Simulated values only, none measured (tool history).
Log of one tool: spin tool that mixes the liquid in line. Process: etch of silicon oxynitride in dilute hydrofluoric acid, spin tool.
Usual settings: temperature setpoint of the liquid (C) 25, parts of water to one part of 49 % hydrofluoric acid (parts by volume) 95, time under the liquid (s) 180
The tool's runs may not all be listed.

run,hour,temperature setpoint of the liquid (C),parts of water to one part of 49 % hydrofluoric acid (parts by volume),time under the liquid (s),"read-back film thickness of the silicon oxynitride reference wafer, read on the same gauge (nm)",thickness taken off the silicon oxynitride on a monitor wafer (nm)
1,0,25,95,180,69.973,2.804
2,8.6,25,95,180,69.975,2.815
3,25,25,95,180,70.035,2.773
4,39.1,25,60,180,69.995,4.576
5,55.9,25,60,180,70.004,4.521
6,68.7,25,95,180,69.983,2.761
7,84.6,25,95,180,70.01,2.735
8,98.6,25,95,180,69.996,2.748
9,108.4,25,125,180,70.012,2.03
10,123.3,25,125,180,69.995,2.004
11,132.9,27,50,260,70.004,8.55
# hour 166.9: gauge calibrated
# hour 170.4: thermometer replaced
12,172.1,25,95,180,69.987,3.019
13,211.1,25,95,80,70.001,1.326
14,220.3,25,95,180,70.015,2.996
15,234.9,25,145,115,70.02,1.198
# hour 240: hydrofluoric acid flow meter replaced
16,243.4,28,130,115,70.032,1.729
17,259.9,29.5,95,215,69.997,4.855
18,272.8,28,70,180,70.014,5.258
19,282.7,26.5,45,210,69.961,9.016
20,299.6,22,115,130,70.024,1.652
21,312.2,21,140,110,70.016,1.076

The same runs without the tool's hidden state, with the same run-to-run variation:
The hidden state here: liquid colder than its thermometer reads (K); hydrofluoric acid flow below the setpoint (%); gauge reads high (%).
run,thickness taken off the silicon oxynitride on a monitor wafer (nm)
1,3.413
2,3.435
3,3.398
4,5.63
5,5.589
6,3.426
7,3.407
8,3.437
9,2.546
10,2.525
11,10.778
12,3.43
13,1.524
14,3.45
15,1.391
16,1.791
17,5.052
18,5.487
19,9.428
20,1.737
21,1.136
